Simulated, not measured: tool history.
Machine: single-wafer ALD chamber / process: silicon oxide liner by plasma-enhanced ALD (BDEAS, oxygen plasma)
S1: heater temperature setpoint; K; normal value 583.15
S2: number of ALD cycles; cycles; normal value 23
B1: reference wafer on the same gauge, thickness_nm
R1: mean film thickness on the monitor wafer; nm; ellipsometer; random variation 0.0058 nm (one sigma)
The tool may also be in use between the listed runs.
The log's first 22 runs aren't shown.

At hour 2045.0: thermocouple changed; heater temperature recalibrated.
Run 23, hour 2071.5: usual settings but S1 587.15 K, S2 20 cycles; B1 1.999. Result: R1 2.026 nm.
Run 24, hour 2159.8: usual settings but S2 19 cycles; B1 2.000. Result: R1 1.937 nm.
Run 25, hour 2237.0: usual settings but S2 20 cycles; B1 2.001. Result: R1 2.038 nm.
Run 26, hour 2311.4: usual settings but S2 20 cycles; B1 2.001. Result: R1 2.045 nm.
Run 27, hour 2416.1: usual settings but S1 577.15 K, S2 19 cycles; B1 2.001. Result: R1 1.960 nm.
Run 28, hour 2476.3: usual settings but S1 594.15 K, S2 27 cycles; B1 2.000. Result: R1 2.713 nm.
Run 29, hour 2528.5: usual settings but S1 569.15 K; B1 1.998. Result: R1 2.437 nm.
Run 30, hour 2570.3: usual settings but S1 592.15 K; B1 1.998. Result: R1 2.309 nm.
Run 31, hour 2617.9: usual settings but S1 590.15 K, S2 26 cycles; B1 2.001. Result: R1 2.622 nm.
Run 32, hour 2702.9: usual settings but S2 18 cycles; B1 1.999. Result: R1 1.841 nm.
At hour 2735.4: gauge calibrated.
Run 33, hour 2795.7: usual settings but S1 574.15 K, S2 26 cycles; B1 1.998. Result: R1 2.721 nm.
Run 34, hour 2889.8: usual settings; B1 1.999. Result: R1 2.347 nm.
Run 35, hour 2982.7: usual settings; B1 2.000. Result: R1 2.352 nm.
Run 36, hour 3073.5: usual settings but S1 574.15 K, S2 20 cycles; B1 2.002. Result: R1 2.092 nm.
Run 37, hour 3145.6: usual settings but S1 574.15 K, S2 20 cycles; B1 2.002. Result: R1 2.087 nm.
Run 38, hour 3210.0: usual settings; B1 1.998. Result: R1 2.355 nm.
Run 39, hour 3302.4: usual settings but S1 574.15 K, S2 27 cycles; B1 2.000. Result: R1 2.832 nm.
Run 40, hour 3579.2: usual settings; B1 1.999. Result: R1 2.366 nm.
At hour 3658.9: thermocouple changed; heater temperature recalibrated.
Run 41, hour 3678.7: usual settings but S1 596.15 K, S2 27 cycles; B1 2.000. Result: R1 2.697 nm.
Run 42, hour 3862.9: usual settings but S1 571.15 K, S2 27 cycles; B1 2.000. Result: R1 2.816 nm.

5 options for the next run, each taken on its own from the tool as it stands now. Forecast them:
Run A, hour 3863.3: usual settings but S2 27 cycles; B1 ?. Result: R1 ?.
Run B, hour 3863.3: usual settings but S1 591.15 K, S2 27 cycles; B1 ?. Result: R1 ?.
Run C, hour 3863.3: usual settings but S1 569.15 K, S2 26 cycles; B1 ?. Result: R1 ?.
Run D, hour 3863.3: usual settings but S1 578.15 K; B1 ?. Result: R1 ?.
Run E, hour 3863.3: usual settings but S2 26 cycles; B1 ?. Result: R1 ?.

run     B1     R1
  A  1.999  2.749
  B  1.999  2.717
  C  1.999  2.732
  D  1.999  2.358
  E  1.999  2.647
Had the tool no hidden state, the same runs would have come out as:
run     R1
  A  2.745
  B  2.713
  C  2.722
  D  2.355
  E  2.643
